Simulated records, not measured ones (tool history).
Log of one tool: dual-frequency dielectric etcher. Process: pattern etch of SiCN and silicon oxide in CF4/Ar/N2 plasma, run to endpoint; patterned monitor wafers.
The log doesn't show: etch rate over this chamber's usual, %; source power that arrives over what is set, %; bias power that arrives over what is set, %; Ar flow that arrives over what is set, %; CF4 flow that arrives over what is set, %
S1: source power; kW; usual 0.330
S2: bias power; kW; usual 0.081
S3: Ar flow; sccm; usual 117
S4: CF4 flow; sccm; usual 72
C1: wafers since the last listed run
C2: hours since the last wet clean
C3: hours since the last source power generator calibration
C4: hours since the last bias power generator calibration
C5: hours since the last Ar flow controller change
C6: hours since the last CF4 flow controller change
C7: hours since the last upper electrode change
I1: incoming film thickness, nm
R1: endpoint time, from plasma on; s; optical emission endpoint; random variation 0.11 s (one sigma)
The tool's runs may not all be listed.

run     day     S1     S2   S3  S4    C1     C2      C3      C4      C5      C6      C7     I1    R1
  1   0.000  0.330  0.081  117  72     0    4.8  4312.0  4602.5  5677.8  2687.2  2046.0  10.05  16.9
  2   3.862  0.330  0.081  117  72  1991   97.5  4404.7  4695.2  5770.5  2779.9  2138.7   9.91  16.4
  3   8.292  0.330  0.081  117  72  2283  203.8  4511.0  4801.5  5876.8  2886.2  2245.0   9.96  17.1
  4  11.242  0.330  0.081  117  63  1520  274.6  4581.8  4872.3  5947.6  2957.0  2315.8   9.98  17.3
  5  12.942  0.330  0.081  117  72   876  315.4  4622.6  4913.1  5988.4  2997.8  2356.6   9.95  17.0
  6  14.912  0.330  0.081  117  72  1015  362.7  4669.9  4960.4  6035.7  3045.1  2403.9  10.13  17.5
  7  17.125  0.330  0.081  117  72  1140  415.8  4723.0  5013.5  6088.8  3098.2  2457.0  10.04  17.5
     19.412  -- upper electrode replaced
  8  19.767  0.330  0.081  117  72   846  479.2  4786.4  5076.9  6152.2  3161.6     8.5   9.96  17.3
     20.525  -- CF4 flow controller replaced
     20.646  -- Ar flow controller replaced
  9  23.696  0.360  0.081  117  84  1833  573.5  4880.7  5171.2    73.2    76.1   102.8   9.96  15.9
     25.042  -- source power generator calibrated
     28.425  -- wet clean of the chamber
 10  28.446  0.360  0.075  135  81  1847    0.5    81.7  5285.2   187.2   190.1   216.8   9.97  16.1
 11  29.975  0.330  0.081  117  72   788   37.2   118.4  5321.9   223.9   226.8   253.5   9.98  16.6
     32.450  -- bias power generator calibrated
 12  32.812  0.330  0.081  117  72  1376  105.3   186.5     8.7   292.0   294.9   321.6  10.07  16.8
 13  35.408  0.330  0.093  117  62  1338  167.6   248.8    71.0   354.3   357.2   383.9   9.99  16.2
 14  37.742  0.380  0.092  117  72  1202  223.6   304.8   127.0   410.3   413.2   439.9   9.96  14.0
 15  40.517  0.330  0.072  130  78  1430  290.2   371.4   193.6   476.9   479.8   506.5  10.05  18.2
 16  42.204  0.330  0.081  117  72   869  330.7   411.9   234.1   517.4   520.3   547.0  10.03  17.2

4 ways to go on from here, each from the tool as it stands after run 16. What would each give?
  A  42.221  0.330  0.081  117  72   8  331.1  412.3  234.5  517.8  520.7  547.4  10.04   ?
  B  42.221  0.270  0.074  117  87   8  331.1  412.3  234.5  517.8  520.7  547.4  10.04   ?
  C  42.221  0.280  0.081  117  72   8  331.1  412.3  234.5  517.8  520.7  547.4  10.04   ?
  D  42.221  0.360  0.081  117  64   8  331.1  412.3  234.5  517.8  520.7  547.4  10.04   ?

run    R1
  A  17.2
  B  20.7
  C  19.8
  D  16.3
Without the tool's hidden state the same runs would have given:
run    R1
  A  16.8
  B  20.2
  C  19.3
  D  15.9
